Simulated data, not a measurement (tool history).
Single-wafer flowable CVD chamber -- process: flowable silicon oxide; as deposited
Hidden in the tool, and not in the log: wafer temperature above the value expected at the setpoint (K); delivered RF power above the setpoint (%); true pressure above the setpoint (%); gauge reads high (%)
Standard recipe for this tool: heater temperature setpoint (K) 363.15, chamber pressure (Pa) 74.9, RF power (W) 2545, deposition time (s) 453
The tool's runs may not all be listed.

run,hour,heater temperature setpoint (K),chamber pressure (Pa),RF power (W),deposition time (s),wafers since the last listed run,hours since the last thermocouple change,hours since the last RF generator calibration,hours since the last manometer calibration,hours since the showerhead was replaced,hours since the gauge calibration,"read-back reference wafer on the same gauge, thickness_nm",mean film thickness on the monitor wafer (angstrom)
1,0.0,363.15,74.9,2545,453,0,1553.4,1988.7,1189.3,7326.2,478.1,274.040,2481.53
2,17.7,363.15,74.9,2545,453,96,1571.1,2006.4,1207.0,7343.9,495.8,274.019,2474.49
3,24.6,363.15,74.9,2545,453,37,1578.0,2013.3,1213.9,7350.8,502.7,273.903,2486.77
4,36.5,363.15,74.9,2545,453,64,1589.9,2025.2,1225.8,7362.7,514.6,273.953,2464.69
5,52.3,363.15,74.9,2545,453,86,1605.7,2041.0,1241.6,7378.5,530.4,274.078,2483.05
6,58.4,363.15,74.9,2545,453,33,1611.8,2047.1,1247.7,7384.6,536.5,273.970,2487.20
# hour 67.4: RF generator calibrated
# hour 72.0: gauge calibrated
7,73.4,363.15,74.9,2545,453,38,1626.8,6.0,1262.7,7399.6,1.4,274.005,2487.31
# hour 91.7: thermocouple changed; heater temperature recalibrated
8,92.2,375.15,74.9,2035,453,58,0.5,24.8,1281.5,7418.4,20.2,274.057,1642.97
# hour 103.8: showerhead replaced
9,104.3,363.15,80.0,2545,453,22,12.6,36.9,1293.6,0.5,32.3,273.891,2654.47
10,111.9,363.15,69.7,2545,384,41,20.2,44.5,1301.2,8.1,39.9,274.071,1964.93
11,118.6,363.15,74.9,2545,453,36,26.9,51.2,1307.9,14.8,46.6,273.797,2477.12
12,132.0,363.15,82.9,2370,453,73,40.3,64.6,1321.3,28.2,60.0,274.016,2708.40
13,138.6,363.15,91.2,2275,453,36,46.9,71.2,1327.9,34.8,66.6,274.107,2950.84
14,148.1,363.15,74.9,2545,453,51,56.4,80.7,1337.4,44.3,76.1,274.135,2471.44
15,164.6,373.15,74.9,2545,379,90,72.9,97.2,1353.9,60.8,92.6,274.040,1555.29
16,180.4,363.15,62.4,2545,430,86,88.7,113.0,1369.7,76.6,108.4,274.078,1966.99
17,186.8,363.15,74.9,2545,453,34,95.1,119.4,1376.1,83.0,114.8,274.161,2483.69
18,200.2,367.15,74.9,2545,453,73,108.5,132.8,1389.5,96.4,128.2,273.935,2203.41
# hour 209.5: capacitance manometer re-zeroed and calibrated
19,216.5,363.15,67.5,2545,477,45,124.8,149.1,7.0,112.7,144.5,273.981,2352.72
20,227.8,363.15,74.9,2340,539,61,136.1,160.4,18.3,124.0,155.8,274.078,2890.01
21,236.2,363.15,74.9,2545,453,45,144.5,168.8,26.7,132.4,164.2,273.944,2472.47

What will run 22 give?
22,247.3,354.15,84.4,2320,453,60,155.6,179.9,37.8,143.5,175.3,?,?

{"run 22": {"read-back reference wafer on the same gauge, thickness_nm": 274.048, "mean film thickness on the monitor wafer (angstrom)": 3469.58}}
Minus the tool's unlogged condition, the same run would have read mean film thickness on the monitor wafer (angstrom) 3469.58.
